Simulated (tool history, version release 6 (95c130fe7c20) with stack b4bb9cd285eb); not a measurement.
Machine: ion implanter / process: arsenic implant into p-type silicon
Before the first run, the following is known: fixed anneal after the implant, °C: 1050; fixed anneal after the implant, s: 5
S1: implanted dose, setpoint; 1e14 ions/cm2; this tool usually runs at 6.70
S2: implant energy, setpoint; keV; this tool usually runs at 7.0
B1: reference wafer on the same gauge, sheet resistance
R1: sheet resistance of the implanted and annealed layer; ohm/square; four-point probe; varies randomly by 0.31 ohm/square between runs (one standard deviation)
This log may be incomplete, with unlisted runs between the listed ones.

run 1 day=0.000 | S1=6.70 S2=8.5 | B1=206.00 | R1=202.90
run 2 day=1.438 | S1=6.70 S2=8.5 | B1=205.99 | R1=202.36
run 3 day=2.683 | S1=6.70 S2=8.5 | B1=205.88 | R1=202.88
run 4 day=3.708 | S1=6.08 S2=8.5 | B1=206.02 | R1=215.33
run 5 day=4.958 | S1=6.03 S2=8.5 | B1=205.93 | R1=216.73
run 6 day=6.308 | S1=6.03 S2=8.5 | B1=206.03 | R1=215.84
run 7 day=7.650 | S1=8.05 S2=6.0 | B1=206.01 | R1=191.52
run 8 day=8.733 | S1=8.05 S2=6.0 | B1=206.02 | R1=191.56
run 9 day=9.662 | S1=5.37 S2=7.0 | B1=205.95 | R1=238.12
-- day=10.833 Faraday cup replaced and dose calibrated
run 10 day=10.854 | S1=6.70 S2=7.0 | B1=205.99 | R1=205.70
run 11 day=11.592 | S1=6.70 S2=7.0 | B1=206.03 | R1=205.31
run 12 day=12.542 | S1=6.70 S2=7.0 | B1=205.99 | R1=205.76
-- day=14.071 extraction supply calibrated
run 13 day=14.092 | S1=5.11 S2=7.0 | B1=206.08 | R1=242.35
run 14 day=14.712 | S1=6.70 S2=4.5 | B1=205.99 | R1=214.97
run 15 day=15.379 | S1=6.70 S2=8.5 | B1=205.97 | R1=201.59
-- day=15.712 gauge calibrated
run 16 day=16.092 | S1=6.70 S2=7.0 | B1=205.94 | R1=205.85
run 17 day=17.475 | S1=6.70 S2=8.0 | B1=206.00 | R1=202.70
run 18 day=18.150 | S1=5.30 S2=8.5 | B1=205.96 | R1=233.30
run 19 day=18.846 | S1=5.03 S2=9.0 | B1=205.97 | R1=239.61
run 20 day=20.125 | S1=8.09 S2=8.5 | B1=206.08 | R1=182.12
run 21 day=20.900 | S1=7.41 S2=8.5 | B1=205.92 | R1=190.60
run 22 day=22.238 | S1=7.53 S2=8.5 | B1=205.95 | R1=189.07
run 23 day=22.746 | S1=6.70 S2=6.5 | B1=206.09 | R1=208.21

Measured less the same run without the tool's hidden state. The same run-to-run variation is in both; the gauge's scatter may not be:
Unlogged tool condition in this case: deviation of the true dose from the Faraday cup's reading, %; deviation of the true energy from its setpoint, %; gauge reads high (%).
run=1 R1=+1.59
run=2 R1=+1.71
run=3 R1=+1.82
run=4 R1=+2.14
run=5 R1=+2.29
run=6 R1=+2.42
run=7 R1=+1.74
run=8 R1=+1.82
run=9 R1=+3.18
run=10 R1=+0.13
run=11 R1=+0.18
run=12 R1=+0.26
run=13 R1=+0.55
run=14 R1=+0.45
run=15 R1=+0.50
run=16 R1=+0.56
run=17 R1=+0.69
run=18 R1=+0.98
run=19 R1=+1.11
run=20 R1=+0.73
run=21 R1=+0.87
run=22 R1=+0.95
run=23 R1=+1.13

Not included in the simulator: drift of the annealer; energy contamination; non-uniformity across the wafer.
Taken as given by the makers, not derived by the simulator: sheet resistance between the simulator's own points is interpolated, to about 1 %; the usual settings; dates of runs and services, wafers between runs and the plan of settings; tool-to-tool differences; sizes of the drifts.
